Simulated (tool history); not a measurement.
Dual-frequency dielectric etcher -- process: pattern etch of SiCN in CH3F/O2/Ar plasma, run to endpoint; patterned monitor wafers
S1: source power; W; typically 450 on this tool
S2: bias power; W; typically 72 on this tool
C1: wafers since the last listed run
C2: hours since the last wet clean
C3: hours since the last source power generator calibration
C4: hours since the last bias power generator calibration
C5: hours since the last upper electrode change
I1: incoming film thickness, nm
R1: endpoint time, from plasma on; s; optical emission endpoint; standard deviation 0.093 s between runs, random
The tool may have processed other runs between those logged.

Run 1, day 0: usual settings; C1 0; C2 222.1; C3 2963.7; C4 2260.6; C5 5850.2; I1 11.7. Result: R1 31.2 s.
Run 2, day 0.65: usual settings; C1 239; C2 237.7; C3 2979.3; C4 2276.2; C5 5865.8; I1 11.78. Result: R1 31.5 s.
Run 3, day 2.054: usual settings but S1 480 W; C1 516; C2 271.4; C3 3013; C4 2309.9; C5 5899.5; I1 11.86. Result: R1 30.9 s.
Run 4, day 3.808: usual settings but S1 480 W; C1 645; C2 313.5; C3 3055.1; C4 2352; C5 5941.6; I1 11.85. Result: R1 30.8 s.
Run 5, day 4.954: usual settings; C1 421; C2 341; C3 3082.6; C4 2379.5; C5 5969.1; I1 11.88. Result: R1 32 s.
Run 6, day 6.142: usual settings but S2 77 W; C1 436; C2 369.5; C3 3111.1; C4 2408; C5 5997.6; I1 11.71. Result: R1 30.8 s.
Run 7, day 6.95: usual settings but S2 62 W; C1 297; C2 388.9; C3 3130.5; C4 2427.4; C5 6017; I1 11.81. Result: R1 33.6 s.
At day 8.492: upper electrode replaced.
Run 8, day 8.512: usual settings but S2 62 W; C1 206; C2 426.4; C3 3168; C4 2464.9; C5 0.5; I1 11.79. Result: R1 33.6 s.
At day 8.75: source power generator calibrated.
Run 9, day 8.921: usual settings but S2 62 W; C1 88; C2 436.2; C3 4.1; C4 2474.7; C5 10.3; I1 11.75. Result: R1 33.4 s.
At day 10.204: wet clean of the chamber.
Run 10, day 10.225: usual settings but S1 510 W, S2 61 W; C1 111; C2 0.5; C3 35.4; C4 2506; C5 41.6; I1 11.77. Result: R1 30.8 s.
Run 11, day 10.921: usual settings but S1 490 W; C1 255; C2 17.2; C3 52.1; C4 2522.7; C5 58.3; I1 11.79. Result: R1 29.9 s.
Run 12, day 12.4: usual settings but S1 500 W; C1 543; C2 52.7; C3 87.6; C4 2558.2; C5 93.8; I1 11.75. Result: R1 29.5 s.
Run 13, day 12.912: usual settings; C1 188; C2 65; C3 99.9; C4 2570.5; C5 106.1; I1 11.81. Result: R1 31.2 s.
Run 14, day 13.608: usual settings; C1 255; C2 81.7; C3 116.6; C4 2587.2; C5 122.8; I1 11.78. Result: R1 31.3 s.
Run 15, day 14.488: usual settings; C1 323; C2 102.8; C3 137.7; C4 2608.3; C5 143.9; I1 11.89. Result: R1 31.6 s.
At day 15.171: bias power generator calibrated.
Run 16, day 15.475: usual settings but S2 64 W; C1 301; C2 126.5; C3 161.4; C4 7.3; C5 167.6; I1 11.95. Result: R1 33.2 s.
Run 17, day 16.171: usual settings but S1 370 W, S2 61 W; C1 255; C2 143.2; C3 178.1; C4 24; C5 184.3; I1 11.83. Result: R1 36.9 s.
Run 18, day 16.679: usual settings but S1 520 W, S2 62 W; C1 186; C2 155.4; C3 190.3; C4 36.2; C5 196.5; I1 11.84. Result: R1 30.9 s.
Run 19, day 17.325: usual settings but S2 81 W; C1 237; C2 170.9; C3 205.8; C4 51.7; C5 212; I1 11.83. Result: R1 30.5 s.
Run 20, day 17.958: usual settings; C1 232; C2 186.1; C3 221; C4 66.9; C5 227.2; I1 11.79. Result: R1 31.5 s.
Run 21, day 19.225: usual settings but S2 81 W; C1 465; C2 216.5; C3 251.4; C4 97.3; C5 257.6; I1 11.76. Result: R1 30.3 s.
Run 22, day 19.812: usual settings but S1 390 W; C1 216; C2 230.6; C3 265.5; C4 111.4; C5 271.7; I1 11.73. Result: R1 33.8 s.
Run 23, day 20.375: usual settings but S1 370 W, S2 87 W; C1 206; C2 244.1; C3 279; C4 124.9; C5 285.2; I1 11.78. Result: R1 32.7 s.
Run 24, day 21.55: usual settings but S1 350 W, S2 89 W; C1 432; C2 272.3; C3 307.2; C4 153.1; C5 313.4; I1 11.74. Result: R1 33.3 s.
Run 25, day 22.925: usual settings but S1 400 W, S2 84 W; C1 505; C2 305.3; C3 340.2; C4 186.1; C5 346.4; I1 11.78. Result: R1 32 s.
Run 26, day 24.204: usual settings but S1 410 W, S2 79 W; C1 470; C2 336; C3 370.9; C4 216.8; C5 377.1; I1 11.8. Result: R1 32.5 s.
Run 27, day 25.183: usual settings but S1 350 W; C1 360; C2 359.5; C3 394.4; C4 240.3; C5 400.6; I1 11.73. Result: R1 36.2 s.
At day 26.879: wet clean of the chamber.
Run 28, day 26.9: usual settings; C1 263; C2 0.5; C3 435.6; C4 281.5; C5 441.8; I1 11.83. Result: R1 30.9 s.
Run 29, day 27.492: usual settings but S1 520 W, S2 80 W; C1 217; C2 14.7; C3 449.8; C4 295.7; C5 456; I1 11.86. Result: R1 27.9 s.

What if the next run were any one of these 3? Each begins from the tool's condition after run 29:
Run A, day 27.508: usual settings; C1 6; C2 15.1; C3 450.2; C4 296.1; C5 456.4; I1 11.62. Result: R1 ?.
Run B, day 27.508: usual settings but S1 550 W, S2 56 W; C1 6; C2 15.1; C3 450.2; C4 296.1; C5 456.4; I1 11.62. Result: R1 ?.
Run C, day 27.508: usual settings but S1 410 W, S2 81 W; C1 6; C2 15.1; C3 450.2; C4 296.1; C5 456.4; I1 11.62. Result: R1 ?.

run    R1
  A  30.3
  B  29.9
  C  30.5
The same runs, with their run-to-run variation unchanged, on a tool lacking any hidden condition would have given:
run    R1
  A  30.3
  B  29.9
  C  30.5
